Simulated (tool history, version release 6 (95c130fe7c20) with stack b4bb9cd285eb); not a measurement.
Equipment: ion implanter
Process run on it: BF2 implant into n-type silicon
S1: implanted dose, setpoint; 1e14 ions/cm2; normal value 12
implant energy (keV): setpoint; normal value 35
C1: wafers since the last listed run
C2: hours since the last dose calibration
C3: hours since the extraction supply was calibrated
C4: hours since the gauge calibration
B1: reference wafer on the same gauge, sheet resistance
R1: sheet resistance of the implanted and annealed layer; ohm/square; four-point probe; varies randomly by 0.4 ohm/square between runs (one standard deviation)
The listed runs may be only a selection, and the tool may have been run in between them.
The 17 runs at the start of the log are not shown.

run 18 hour=1145.3 | S1=12 implant_energy_(keV)=28.5 | C1=1333 C2=1807.3 C3=96.2 C4=2141.7 | B1=151.05 | R1=145.41
-- hour=1259.4 Faraday cup replaced and dose calibrated
run 19 hour=1259.9 | S1=10.65 implant_energy_(keV)=46 | C1=1996 C2=0.5 C3=210.8 C4=2256.3 | B1=150.99 | R1=126.03
run 20 hour=1336.3 | S1=13.26 implant_energy_(keV)=28 | C1=1430 C2=76.9 C3=287.2 C4=2332.7 | B1=151.06 | R1=144.39
run 21 hour=1437.1 | S1=13.67 implant_energy_(keV)=24.5 | C1=1887 C2=177.7 C3=388 C4=2433.5 | B1=151.05 | R1=151.83
run 22 hour=1489 | S1=10.59 implant_energy_(keV)=31 | C1=971 C2=229.6 C3=439.9 C4=2485.4 | B1=151.13 | R1=146.69
run 23 hour=1552.1 | S1=12 implant_energy_(keV)=30.5 | C1=1181 C2=292.7 C3=503 C4=2548.5 | B1=151.09 | R1=141.62
run 24 hour=1659 | S1=12 implant_energy_(keV)=35 | C1=2001 C2=399.6 C3=609.9 C4=2655.4 | B1=151.08 | R1=132.16
run 25 hour=1714.4 | S1=12 implant_energy_(keV)=35 | C1=1037 C2=455 C3=665.3 C4=2710.8 | B1=150.97 | R1=132.59
run 26 hour=1789.7 | S1=15.58 implant_energy_(keV)=29 | C1=1409 C2=530.3 C3=740.6 C4=2786.1 | B1=151 | R1=136.34
run 27 hour=1837 | S1=13.38 implant_energy_(keV)=35 | C1=885 C2=577.6 C3=787.9 C4=2833.4 | B1=150.97 | R1=128.21
run 28 hour=1897.3 | S1=10.73 implant_energy_(keV)=24.5 | C1=1129 C2=637.9 C3=848.2 C4=2893.7 | B1=150.99 | R1=160.08
-- hour=1909.3 gauge calibrated
run 29 hour=1982.8 | S1=12 implant_energy_(keV)=35 | C1=1600 C2=723.4 C3=933.7 C4=73.5 | B1=150.86 | R1=131.25
run 30 hour=2058 | S1=15.05 implant_energy_(keV)=35 | C1=1408 C2=798.6 C3=1008.9 C4=148.7 | B1=151 | R1=124.46
run 31 hour=2165.6 | S1=10.97 implant_energy_(keV)=46.5 | C1=2014 C2=906.2 C3=1116.5 C4=256.3 | B1=150.84 | R1=121.96
run 32 hour=2219.1 | S1=12 implant_energy_(keV)=35 | C1=1001 C2=959.7 C3=1170 C4=309.8 | B1=151.15 | R1=131.54
run 33 hour=2289.7 | S1=9.16 implant_energy_(keV)=44 | C1=1321 C2=1030.3 C3=1240.6 C4=380.4 | B1=151.05 | R1=136.49
run 34 hour=2327.2 | S1=9.35 implant_energy_(keV)=35 | C1=702 C2=1067.8 C3=1278.1 C4=417.9 | B1=150.88 | R1=144.79
run 35 hour=2412.6 | S1=12 implant_energy_(keV)=46.5 | C1=1599 C2=1153.2 C3=1363.5 C4=503.3 | B1=150.92 | R1=115.97
run 36 hour=2453.2 | S1=9.86 implant_energy_(keV)=35 | C1=760 C2=1193.8 C3=1404.1 C4=543.9 | B1=151.15 | R1=140.79
run 37 hour=2513.5 | S1=14.5 implant_energy_(keV)=35 | C1=1129 C2=1254.1 C3=1464.4 C4=604.2 | B1=150.98 | R1=124.73
run 38 hour=2571.5 | S1=12 implant_energy_(keV)=28.5 | C1=1086 C2=1312.1 C3=1522.4 C4=662.2 | B1=150.95 | R1=143.49

Here are 3 independent what-if runs from the current tool condition. What would each one return?
run A hour=2571.9 | S1=12 implant_energy_(keV)=35 | C1=7 C2=1312.5 C3=1522.8 C4=662.6 | B1=? | R1=?
run B hour=2571.9 | S1=9.23 implant_energy_(keV)=38 | C1=7 C2=1312.5 C3=1522.8 C4=662.6 | B1=? | R1=?
run C hour=2571.9 | S1=10.45 implant_energy_(keV)=40 | C1=7 C2=1312.5 C3=1522.8 C4=662.6 | B1=? | R1=?

run=A B1=150.82 R1=130.7
run=B B1=150.82 R1=140.7
run=C B1=150.82 R1=130.17
With the hidden condition removed and each run's random variation left untouched, the same runs would have given:
run=A R1=134.34
run=B R1=145.1
run=C R1=134.13
